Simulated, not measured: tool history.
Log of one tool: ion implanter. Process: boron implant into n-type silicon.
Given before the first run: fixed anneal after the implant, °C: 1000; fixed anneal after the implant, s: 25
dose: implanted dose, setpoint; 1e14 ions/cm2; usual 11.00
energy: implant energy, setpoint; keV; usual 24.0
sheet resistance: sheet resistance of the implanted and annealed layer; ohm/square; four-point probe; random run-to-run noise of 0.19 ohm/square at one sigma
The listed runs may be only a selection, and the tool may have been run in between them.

run,hour,dose,energy,"read-back reference wafer on the same gauge, sheet resistance",sheet resistance
1,0.0,11.00,24.0,106.99,111.45
2,15.9,11.00,29.0,107.03,109.81
3,31.8,9.13,24.0,107.00,130.37
4,42.7,11.00,24.0,107.02,111.26
5,51.0,11.00,24.0,106.98,111.58
6,66.4,11.00,24.0,107.01,111.55
7,75.3,11.00,24.0,107.02,111.90
8,85.4,11.00,24.0,106.98,111.67
9,102.4,11.00,24.0,107.01,111.21
10,115.1,11.00,29.5,106.93,110.08
# hour 131.7: Faraday cup replaced and dose calibrated
11,132.2,11.00,29.5,107.01,105.73
12,144.3,11.00,24.0,106.96,107.51
# hour 156.8: gauge calibrated
13,158.3,11.00,24.0,107.06,107.14
14,167.9,9.31,29.5,107.00,121.14
# hour 183.7: extraction supply calibrated
15,184.2,13.79,18.5,107.02,93.70
16,186.0,10.17,24.0,106.99,114.65
17,192.8,13.86,16.0,106.98,96.20
18,204.8,9.66,26.0,107.02,118.72
19,214.8,13.47,19.5,107.04,94.40
20,231.4,9.07,26.0,106.98,125.16
21,244.5,14.22,16.0,107.01,94.89
22,256.6,11.00,24.0,107.01,107.76
23,273.3,11.00,24.0,106.99,107.53
24,283.9,9.49,32.5,107.05,119.22
25,297.0,11.00,24.0,106.98,108.03
26,303.3,11.00,24.0,107.04,107.84

Forecast each of these 4 alternatives for the next run:
A,303.7,13.26,24.0,?,?
B,303.7,9.93,24.0,?,?
C,303.7,8.50,28.0,?,?
D,303.7,14.02,30.5,?,?

run,"read-back reference wafer on the same gauge, sheet resistance",sheet resistance
A,106.98,93.51
B,106.98,117.44
C,106.98,132.18
D,106.98,87.59
Take away the tool's hidden state, keep each run's random variation, and the runs would have read:
run,sheet resistance
A,92.84
B,116.52
C,131.11
D,86.95
